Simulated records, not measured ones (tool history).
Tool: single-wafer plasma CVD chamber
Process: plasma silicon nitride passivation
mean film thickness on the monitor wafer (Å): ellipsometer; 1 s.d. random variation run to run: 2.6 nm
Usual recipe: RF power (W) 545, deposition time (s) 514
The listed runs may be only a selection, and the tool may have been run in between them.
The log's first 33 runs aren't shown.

run,day,RF power (W),deposition time (s),"read-back reference wafer on the same gauge, thickness_nm",mean film thickness on the monitor wafer (Å)
34,19.421,645,435,694.18,7718.27
35,20.017,455,469,694.119,7370.57
36,20.558,495,568,693.657,9215.2
37,21.208,450,609,694.183,9498.77
38,21.588,445,545,693.789,8475.14
39,22,545,514,693.982,8563.93
40,22.629,465,514,693.373,8132.38
41,23.371,545,514,694.654,8596.14

5 options for the next run, each taken on its own from the tool as it stands now. Forecast them:
A,23.392,490,514,?,?
B,23.392,625,541,?,?
C,23.392,470,444,?,?
D,23.392,505,601,?,?
E,23.392,445,575,?,?

run,"read-back reference wafer on the same gauge, thickness_nm",mean film thickness on the monitor wafer (Å)
A,694.39,8299.14
B,694.39,9483.44
C,694.39,7066.79
D,694.39,9804.59
E,694.39,8979.96
What these runs would have given with no unlogged condition in the tool:
run,mean film thickness on the monitor wafer (Å)
A,8299.14
B,9483.44
C,7066.79
D,9804.59
E,8979.96

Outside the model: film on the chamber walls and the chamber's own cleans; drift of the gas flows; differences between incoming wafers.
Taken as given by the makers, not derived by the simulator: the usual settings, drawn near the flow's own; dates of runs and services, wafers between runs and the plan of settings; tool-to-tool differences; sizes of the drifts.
